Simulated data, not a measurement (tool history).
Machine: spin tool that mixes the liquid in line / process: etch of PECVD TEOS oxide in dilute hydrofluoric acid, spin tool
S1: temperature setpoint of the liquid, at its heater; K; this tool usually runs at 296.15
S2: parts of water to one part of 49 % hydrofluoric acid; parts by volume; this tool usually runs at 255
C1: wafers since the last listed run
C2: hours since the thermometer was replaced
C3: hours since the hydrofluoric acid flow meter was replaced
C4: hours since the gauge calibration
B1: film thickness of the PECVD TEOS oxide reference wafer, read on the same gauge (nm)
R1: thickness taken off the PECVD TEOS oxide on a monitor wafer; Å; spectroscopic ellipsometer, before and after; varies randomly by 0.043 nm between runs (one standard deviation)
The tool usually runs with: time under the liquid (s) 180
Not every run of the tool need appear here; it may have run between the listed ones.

run 1 hour=0.0 | S1=296.15 S2=255 time_under_the_liquid_(s)=180 | C1=0 C2=1667.8 C3=1628.9 C4=272.1 | B1=110.00 | R1=84.6
run 2 hour=16.6 | S1=296.15 S2=255 time_under_the_liquid_(s)=180 | C1=119 C2=1684.4 C3=1645.5 C4=288.7 | B1=110.01 | R1=84.6
run 3 hour=33.5 | S1=296.15 S2=255 time_under_the_liquid_(s)=180 | C1=122 C2=1701.3 C3=1662.4 C4=305.6 | B1=109.99 | R1=84.8
run 4 hour=44.1 | S1=296.15 S2=195 time_under_the_liquid_(s)=180 | C1=76 C2=1711.9 C3=1673.0 C4=316.2 | B1=110.01 | R1=118.6
run 5 hour=91.8 | S1=296.15 S2=195 time_under_the_liquid_(s)=180 | C1=344 C2=1759.6 C3=1720.7 C4=363.9 | B1=109.98 | R1=118.6
run 6 hour=99.8 | S1=296.15 S2=195 time_under_the_liquid_(s)=180 | C1=57 C2=1767.6 C3=1728.7 C4=371.9 | B1=110.00 | R1=118.5
run 7 hour=112.1 | S1=296.15 S2=290 time_under_the_liquid_(s)=180 | C1=88 C2=1779.9 C3=1741.0 C4=384.2 | B1=110.00 | R1=72.9
run 8 hour=119.8 | S1=296.15 S2=255 time_under_the_liquid_(s)=180 | C1=55 C2=1787.6 C3=1748.7 C4=391.9 | B1=109.99 | R1=85.3
run 9 hour=136.7 | S1=296.15 S2=255 time_under_the_liquid_(s)=180 | C1=122 C2=1804.5 C3=1765.6 C4=408.8 | B1=110.00 | R1=85.7
run 10 hour=152.7 | S1=296.15 S2=255 time_under_the_liquid_(s)=180 | C1=115 C2=1820.5 C3=1781.6 C4=424.8 | B1=110.01 | R1=85.7
run 11 hour=161.3 | S1=296.15 S2=255 time_under_the_liquid_(s)=180 | C1=62 C2=1829.1 C3=1790.2 C4=433.4 | B1=109.99 | R1=85.8
-- hour=162.1 gauge calibrated
run 12 hour=170.1 | S1=296.15 S2=255 time_under_the_liquid_(s)=180 | C1=63 C2=1837.9 C3=1799.0 C4=8.0 | B1=109.97 | R1=86.0
-- hour=173.6 thermometer replaced
run 13 hour=181.0 | S1=293.15 S2=205 time_under_the_liquid_(s)=215 | C1=71 C2=7.4 C3=1809.9 C4=18.9 | B1=109.99 | R1=109.2
-- hour=182.1 hydrofluoric acid flow meter replaced
run 14 hour=189.5 | S1=297.65 S2=295 time_under_the_liquid_(s)=240 | C1=54 C2=15.9 C3=7.4 C4=27.4 | B1=110.02 | R1=90.6
run 15 hour=217.3 | S1=296.15 S2=220 time_under_the_liquid_(s)=180 | C1=200 C2=43.7 C3=35.2 C4=55.2 | B1=110.00 | R1=92.8
run 16 hour=231.2 | S1=296.15 S2=255 time_under_the_liquid_(s)=215 | C1=100 C2=57.6 C3=49.1 C4=69.1 | B1=110.01 | R1=92.3
run 17 hour=239.6 | S1=296.15 S2=175 time_under_the_liquid_(s)=115 | C1=60 C2=66.0 C3=57.5 C4=77.5 | B1=110.02 | R1=77.7
run 18 hour=248.5 | S1=296.15 S2=150 time_under_the_liquid_(s)=180 | C1=64 C2=74.9 C3=66.4 C4=86.4 | B1=110.00 | R1=147.1
run 19 hour=266.2 | S1=293.15 S2=205 time_under_the_liquid_(s)=215 | C1=127 C2=92.6 C3=84.1 C4=104.1 | B1=110.01 | R1=109.1
run 20 hour=273.2 | S1=296.15 S2=255 time_under_the_liquid_(s)=180 | C1=50 C2=99.6 C3=91.1 C4=111.1 | B1=109.97 | R1=77.4
run 21 hour=287.2 | S1=297.65 S2=380 time_under_the_liquid_(s)=115 | C1=101 C2=113.6 C3=105.1 C4=125.1 | B1=109.99 | R1=30.8
run 22 hour=335.6 | S1=296.15 S2=255 time_under_the_liquid_(s)=180 | C1=349 C2=162.0 C3=153.5 C4=173.5 | B1=110.00 | R1=78.5
run 23 hour=348.8 | S1=300.15 S2=130 time_under_the_liquid_(s)=180 | C1=95 C2=175.2 C3=166.7 C4=186.7 | B1=110.00 | R1=202.4
run 24 hour=359.8 | S1=300.15 S2=200 time_under_the_liquid_(s)=180 | C1=79 C2=186.2 C3=177.7 C4=197.7 | B1=110.02 | R1=121.2

What if the next run were any one of these 4? Each begins from the tool's condition after run 24:
run A hour=360.3 | S1=296.15 S2=365 time_under_the_liquid_(s)=180 | C1=3 C2=186.7 C3=178.2 C4=198.2 | B1=? | R1=?
run B hour=360.3 | S1=293.65 S2=365 time_under_the_liquid_(s)=180 | C1=3 C2=186.7 C3=178.2 C4=198.2 | B1=? | R1=?
run C hour=360.3 | S1=292.15 S2=205 time_under_the_liquid_(s)=120 | C1=3 C2=186.7 C3=178.2 C4=198.2 | B1=? | R1=?
run D hour=360.3 | S1=300.65 S2=305 time_under_the_liquid_(s)=265 | C1=3 C2=186.7 C3=178.2 C4=198.2 | B1=? | R1=?

run=A B1=109.98 R1=48.5
run=B B1=109.98 R1=44.5
run=C B1=109.98 R1=57.8
run=D B1=109.98 R1=105.2
Stripped of hidden state, with their random variation kept, the same runs would have yielded:
run=A R1=47.6
run=B R1=43.6
run=C R1=56.6
run=D R1=103.3
